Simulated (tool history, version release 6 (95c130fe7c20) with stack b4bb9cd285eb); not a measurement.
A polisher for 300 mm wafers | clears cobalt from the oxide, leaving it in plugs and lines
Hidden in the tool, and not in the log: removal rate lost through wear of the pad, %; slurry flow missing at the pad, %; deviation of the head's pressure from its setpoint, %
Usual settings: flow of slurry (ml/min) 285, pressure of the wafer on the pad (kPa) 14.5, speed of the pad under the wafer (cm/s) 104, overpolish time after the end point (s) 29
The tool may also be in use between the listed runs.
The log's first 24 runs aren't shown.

run	hour	flow of slurry (ml/min)	pressure of the wafer on the pad (kPa)	speed of the pad under the wafer (cm/s)	overpolish time after the end point (s)	wafers since the last listed run	wafers polished on this pad	hours since the slurry nozzle was cleaned	hours since the head pressure was calibrated	incoming thickness of the incoming film, nm	time until the end point was called (s)	dishing of a wide line in a test structure (Å)
25	1337	285	14.5	128	29	890	5913	407.1	813.8	183.2	33.7	368
# hour 1351.5: worn pad replaced by a new one
26	1386.1	285	14.5	104	29	595	457	456.2	862.9	178.5	40.9	365
27	1457	190	14.5	74	29	936	1394	527.1	933.8	177.7	58.4	351
28	1524.3	285	14.5	104	29	889	2283	594.4	1001.1	180.4	41.7	356
29	1585.6	285	14.5	104	29	810	3093	655.7	1062.4	182	41.6	359
30	1616.8	210	11	130	16	412	3505	686.9	1093.6	177.2	43.6	309
# hour 1618.9: slurry nozzle cleaned
31	1670.8	355	18.6	82	24	700	4205	51.9	1147.6	178.5	39.5	356
32	1698.2	320	18.6	104	41	362	4567	79.3	1175	178.3	31.5	380
33	1766.9	285	14.5	104	29	907	5475	148	1243.7	177.5	40.6	365
# hour 1787: head pressure recalibrated
# hour 1830.8: worn pad replaced by a new one
34	1837.9	285	14.5	104	29	858	93	219	50.9	177.9	37.6	373
35	1898.4	340	14.5	74	29	799	893	279.5	111.4	179.2	54	350

Forecast each of these 3 alternatives for the next run:
A	1898.8	285	14.5	104	29	5	898	279.9	111.8	179.7	?	?
B	1898.8	330	14.5	104	20	5	898	279.9	111.8	179.7	?	?
C	1898.8	285	11	116	29	5	898	279.9	111.8	179.7	?	?

run	time until the end point was called (s)	dishing of a wide line in a test structure (Å)
A	38.5	371
B	38.2	349
C	45.3	364
Without the tool's hidden state the same runs would have given:
run	time until the end point was called (s)	dishing of a wide line in a test structure (Å)
A	37.8	371
B	37.5	351
C	44.5	365

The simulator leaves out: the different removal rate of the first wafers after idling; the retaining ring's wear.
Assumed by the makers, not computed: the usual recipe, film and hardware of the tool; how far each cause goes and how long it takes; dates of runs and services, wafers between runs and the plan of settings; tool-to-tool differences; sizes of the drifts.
